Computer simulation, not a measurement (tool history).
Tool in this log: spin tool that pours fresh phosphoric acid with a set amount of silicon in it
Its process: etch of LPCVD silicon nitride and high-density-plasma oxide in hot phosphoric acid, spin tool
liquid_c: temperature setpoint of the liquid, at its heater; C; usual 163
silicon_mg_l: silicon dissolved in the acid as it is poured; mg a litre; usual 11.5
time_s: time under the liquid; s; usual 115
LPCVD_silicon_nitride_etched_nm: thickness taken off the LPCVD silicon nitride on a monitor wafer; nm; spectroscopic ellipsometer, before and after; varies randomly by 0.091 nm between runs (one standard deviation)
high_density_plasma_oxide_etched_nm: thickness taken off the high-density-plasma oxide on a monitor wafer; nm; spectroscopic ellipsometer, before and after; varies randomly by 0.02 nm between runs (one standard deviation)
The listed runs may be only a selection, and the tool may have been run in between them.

| run | day | liquid_c | silicon_mg_l | time_s | wafers since the last listed run | hours since the thermometer was replaced | hours since the dissolved silicon flow meter was replaced | hours since the heated supply line was repaired | hours since the gauge calibration | read-back film thickness of the LPCVD silicon nitride reference wafer, read on the same gauge (nm) | read-back film thickness of the high-density-plasma oxide reference wafer, read on the same gauge (nm) | LPCVD_silicon_nitride_etched_nm | high_density_plasma_oxide_etched_nm |
|---|---|---|---|---|---|---|---|---|---|---|---|---|---|
| 1 | 0 | 163 | 11.5 | 115 | 0 | 323.1 | 54.5 | 555.5 | 896.8 | 59.99 | 149.99 | 10.32 | 0.526 |
| 2 | 4.242 | 163 | 11.5 | 115 | 905 | 424.9 | 156.3 | 657.3 | 998.6 | 59.97 | 149.999 | 10.25 | 0.49 |
| 3 | 7.458 | 163 | 11.5 | 60 | 686 | 502.1 | 233.5 | 734.5 | 1075.8 | 59.96 | 150.009 | 5.35 | 0.263 |
| 4 | 9.2 | 163 | 11.5 | 60 | 371 | 543.9 | 275.3 | 776.3 | 1117.6 | 60.01 | 150.016 | 5.43 | 0.258 |
| 5 | 11.3 | 161.5 | 11.5 | 115 | 448 | 594.3 | 325.7 | 826.7 | 1168 | 60.01 | 149.986 | 9.74 | 0.467 |
|  | 19.167 | thermometer replaced |
| 6 | 22.008 | 163 | 11.5 | 115 | 2276 | 68.2 | 582.7 | 1083.7 | 1425 | 59.97 | 149.999 | 10.16 | 0.508 |
| 7 | 24.75 | 163 | 11.5 | 115 | 585 | 134 | 648.5 | 1149.5 | 1490.8 | 59.98 | 150.006 | 10.2 | 0.498 |
| 8 | 28.783 | 163 | 7 | 115 | 860 | 230.8 | 745.3 | 1246.3 | 1587.6 | 60.03 | 149.984 | 10.16 | 0.541 |
| 9 | 35.858 | 163 | 7 | 115 | 1509 | 400.6 | 915.1 | 1416.1 | 1757.4 | 59.98 | 150.016 | 10.48 | 0.537 |
| 10 | 39.529 | 163 | 7 | 115 | 783 | 488.7 | 1003.2 | 1504.2 | 1845.5 | 60 | 149.99 | 10.44 | 0.524 |
| 11 | 42.612 | 163 | 11.5 | 115 | 657 | 562.7 | 1077.2 | 1578.2 | 1919.5 | 60.03 | 149.975 | 10.54 | 0.535 |
|  | 43.558 | heated supply line repaired |
| 12 | 45.058 | 162 | 18.5 | 115 | 512 | 621.4 | 1135.9 | 36 | 1978.2 | 60.01 | 149.99 | 10.24 | 0.429 |
|  | 45.338 | gauge calibrated |
|  | 45.508 | thermometer replaced |
| 13 | 48.858 | 161 | 6 | 185 | 801 | 80.4 | 1227.1 | 127.2 | 84.5 | 60.04 | 149.994 | 15.41 | 0.727 |
| 14 | 51 | 163 | 7 | 115 | 456 | 131.8 | 1278.5 | 178.6 | 135.9 | 60.01 | 150.006 | 10.41 | 0.539 |
| 15 | 52.562 | 160.5 | 5 | 115 | 333 | 169.3 | 1316 | 216.1 | 173.4 | 59.99 | 149.992 | 9.38 | 0.463 |
| 16 | 54.342 | 165 | 4 | 155 | 379 | 212 | 1358.7 | 258.8 | 216.1 | 60.02 | 150.021 | 14.77 | 0.863 |
| 17 | 57.462 | 161.5 | 15.5 | 75 | 665 | 286.9 | 1433.6 | 333.7 | 291 | 60 | 149.977 | 6.41 | 0.272 |
|  | 58.542 | dissolved silicon flow meter replaced |
| 18 | 60.533 | 163 | 19.5 | 115 | 646 | 360.6 | 47.8 | 407.4 | 364.7 | 60.05 | 150.023 | 10.27 | 0.408 |
| 19 | 64.988 | 161 | 20 | 115 | 950 | 467.5 | 154.7 | 514.3 | 471.6 | 60.04 | 149.985 | 9.6 | 0.345 |
| 20 | 69.371 | 161.5 | 11.5 | 85 | 935 | 572.7 | 259.9 | 619.5 | 576.8 | 59.97 | 149.999 | 7.36 | 0.34 |
| 21 | 72.75 | 160.5 | 11.5 | 115 | 721 | 653.8 | 341 | 700.6 | 657.9 | 59.98 | 150.014 | 9.66 | 0.42 |
| 22 | 75.483 | 163 | 11.5 | 115 | 583 | 719.4 | 406.6 | 766.2 | 723.5 | 60.01 | 149.99 | 10.61 | 0.519 |

State the hidden condition of the tool at each of the runs:
dissolved silicon flow above the setpoint (%): 0 in every run
temperature lost on the way to the wafer (K): 0 in every run
gauge reads high (%): 0 in every run
H1: liquid hotter than its thermometer reads (K)
| run | H1 |
|---|---|
| 1 | 0.633 |
| 2 | 0.806 |
| 3 | 0.938 |
| 4 | 1.01 |
| 5 | 1.09 |
| 6 | 0.205 |
| 7 | 0.317 |
| 8 | 0.481 |
| 9 | 0.77 |
| 10 | 0.92 |
| 11 | 1.05 |
| 12 | 1.15 |
| 13 | 0.255 |
| 14 | 0.343 |
| 15 | 0.406 |
| 16 | 0.479 |
| 17 | 0.606 |
| 18 | 0.732 |
| 19 | 0.913 |
| 20 | 1.09 |
| 21 | 1.23 |
| 22 | 1.34 |

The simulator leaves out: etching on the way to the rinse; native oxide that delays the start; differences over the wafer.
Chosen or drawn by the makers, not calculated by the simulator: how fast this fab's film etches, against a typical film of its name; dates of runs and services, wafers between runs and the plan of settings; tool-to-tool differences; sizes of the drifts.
